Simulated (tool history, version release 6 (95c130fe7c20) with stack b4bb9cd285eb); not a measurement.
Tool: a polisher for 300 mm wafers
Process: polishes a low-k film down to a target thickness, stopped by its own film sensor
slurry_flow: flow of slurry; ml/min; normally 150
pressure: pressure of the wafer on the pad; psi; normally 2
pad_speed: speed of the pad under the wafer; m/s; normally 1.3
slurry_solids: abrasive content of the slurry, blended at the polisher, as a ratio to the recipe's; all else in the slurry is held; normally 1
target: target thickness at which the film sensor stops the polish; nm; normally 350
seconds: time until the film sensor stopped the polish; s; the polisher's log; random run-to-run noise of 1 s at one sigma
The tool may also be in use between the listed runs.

run	hour	slurry_flow	pressure	pad_speed	slurry_solids	target	wafers since the last listed run	wafers polished on this pad	hours since the slurry nozzle was cleaned	hours since the head pressure was calibrated	hours since the slurry blender was calibrated	hours since the conditioning disc was replaced	incoming thickness of the incoming film, nm	seconds
1	0	150	2	1.2	0.8	350	0	436	82.3	1107.9	109.8	535.7	421.8	163.7
# hour 36.9: conditioning disc replaced and pad reconditioned
2	65.2	150	2	1.2	0.8	350	629	1066	147.5	1173.1	175	28.3	422.5	168.4
# hour 101.9: slurry blender recalibrated
3	120.3	150	2	1.2	0.8	350	529	1595	202.6	1228.2	18.4	83.4	412	135.1
# hour 126.4: worn pad replaced by a new one
4	147.7	135	2	1.3	1	350	233	211	230	1255.6	45.8	110.8	414.9	112.8
5	189.7	135	2	1.3	1	350	418	630	272	1297.6	87.8	152.8	419.7	120.6
6	236	150	2	1.3	1	350	461	1091	318.3	1343.9	134.1	199.1	422.6	128.4
# hour 277.3: worn pad replaced by a new one
7	303.7	150	1.7	1.48	1	350	634	263	386	1411.6	201.8	266.8	414.8	122.5
# hour 344.9: slurry blender recalibrated
8	359.6	150	1.7	1.48	1	350	537	800	441.9	1467.5	14.7	322.7	422.2	127.2
# hour 405.6: head pressure recalibrated
9	425	125	1.7	1.3	1	367	631	1431	507.3	19.4	80.1	388.1	420.9	122.7
# hour 441.8: worn pad replaced by a new one
# hour 520: conditioning disc replaced and pad reconditioned
10	547.4	150	2	1.3	1	350	1159	1031	629.7	141.8	202.5	27.4	412.6	116.6
11	572.2	150	2	1.3	1	350	247	1279	654.5	166.6	227.3	52.2	422.9	136.9
# hour 580.4: slurry blender recalibrated
# hour 594.1: worn pad replaced by a new one
12	619.9	180	2	0.88	1.25	331	415	256	702.2	214.3	39.5	99.9	416.4	165.9
# hour 644.2: slurry nozzle cleaned
13	647.6	150	1.7	1.3	1	350	266	522	3.4	242	67.2	127.6	421	145.6
14	713.3	150	2	1.3	1	350	654	1177	69.1	307.7	132.9	193.3	419.5	126.7
15	743.7	150	2	1.3	0.75	372	302	1480	99.5	338.1	163.3	223.7	423.1	124.5
# hour 762.1: worn pad replaced by a new one
16	786.9	110	2.3	1.44	1	350	390	246	142.7	381.3	206.5	266.9	421.8	111.9
# hour 810.4: slurry blender recalibrated
17	850.2	105	2.2	1.3	0.75	357	610	857	206	444.6	39.8	330.2	415.6	133.4

Forecast each of these 5 alternatives for the next run:
A	850.7	150	2	1.3	0.7	350	4	862	206.5	445.1	40.3	330.7	418.3	?
B	850.7	190	2	1.3	1	350	4	862	206.5	445.1	40.3	330.7	418.3	?
C	850.7	195	2.5	1.7	1	370	4	862	206.5	445.1	40.3	330.7	418.3	?
D	850.7	130	2.6	1.3	0.7	350	4	862	206.5	445.1	40.3	330.7	418.3	?
E	850.7	150	2	1.7	1	350	4	862	206.5	445.1	40.3	330.7	418.3	?

run	seconds
A	178.8
B	114.7
C	52.1
D	141.6
E	96.2
Without the tool's hidden state the same runs would have given:
run	seconds
A	176
B	114.9
C	52.2
D	139.4
E	96.4

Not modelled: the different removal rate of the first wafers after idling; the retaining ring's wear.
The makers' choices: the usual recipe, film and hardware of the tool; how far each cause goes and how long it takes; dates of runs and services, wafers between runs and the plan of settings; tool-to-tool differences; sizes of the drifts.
